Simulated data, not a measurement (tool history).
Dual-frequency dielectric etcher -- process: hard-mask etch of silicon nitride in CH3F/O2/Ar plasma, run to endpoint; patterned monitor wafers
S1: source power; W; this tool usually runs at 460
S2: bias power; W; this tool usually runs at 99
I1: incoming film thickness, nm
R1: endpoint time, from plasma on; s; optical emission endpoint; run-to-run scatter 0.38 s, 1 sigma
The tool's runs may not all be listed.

Run 1, day 0.000: usual settings but S1 520 W, S2 86 W; I1 47.96. Result: R1 70.7 s.
Run 2, day 0.438: usual settings but S1 520 W, S2 86 W; I1 47.96. Result: R1 70.6 s.
Run 3, day 0.946: usual settings but S1 520 W, S2 86 W; I1 48.46. Result: R1 71.2 s.
Run 4, day 1.267: usual settings; I1 48.13. Result: R1 70.9 s.
Run 5, day 1.767: usual settings; I1 48.16. Result: R1 71.0 s.
Run 6, day 2.329: usual settings; I1 47.92. Result: R1 70.8 s.
Run 7, day 2.896: usual settings; I1 47.80. Result: R1 71.1 s.
Run 8, day 3.458: usual settings; I1 48.32. Result: R1 71.7 s.
Run 9, day 3.812: usual settings; I1 48.07. Result: R1 72.1 s.
Run 10, day 6.054: usual settings; I1 47.50. Result: R1 71.2 s.
At day 6.404: bias power generator calibrated.
Run 11, day 6.483: usual settings; I1 47.81. Result: R1 71.9 s.
At day 7.679: wet clean of the chamber.
Run 12, day 7.700: usual settings but S1 430 W; I1 47.95. Result: R1 71.0 s.
Run 13, day 7.712: usual settings but S1 430 W; I1 48.34. Result: R1 71.0 s.
Run 14, day 7.725: usual settings but S2 94 W; I1 48.34. Result: R1 70.4 s.
Run 15, day 7.983: usual settings but S1 530 W, S2 92 W; I1 48.12. Result: R1 65.2 s.
At day 9.558: upper electrode replaced, of another model than before.
Run 16, day 9.579: usual settings; I1 47.75. Result: R1 67.2 s.
Run 17, day 9.592: usual settings but S1 420 W; I1 47.60. Result: R1 69.3 s.

What does the tool deliver on the next run?
Run 18, day 9.608: usual settings but S1 400 W, S2 122 W; I1 47.56. Result: R1 ?.

Logged for run 18: R1 65.0 s.
Were there no unlogged condition in the tool, this run, its random variation unchanged, would have produced R1 65.5 s.

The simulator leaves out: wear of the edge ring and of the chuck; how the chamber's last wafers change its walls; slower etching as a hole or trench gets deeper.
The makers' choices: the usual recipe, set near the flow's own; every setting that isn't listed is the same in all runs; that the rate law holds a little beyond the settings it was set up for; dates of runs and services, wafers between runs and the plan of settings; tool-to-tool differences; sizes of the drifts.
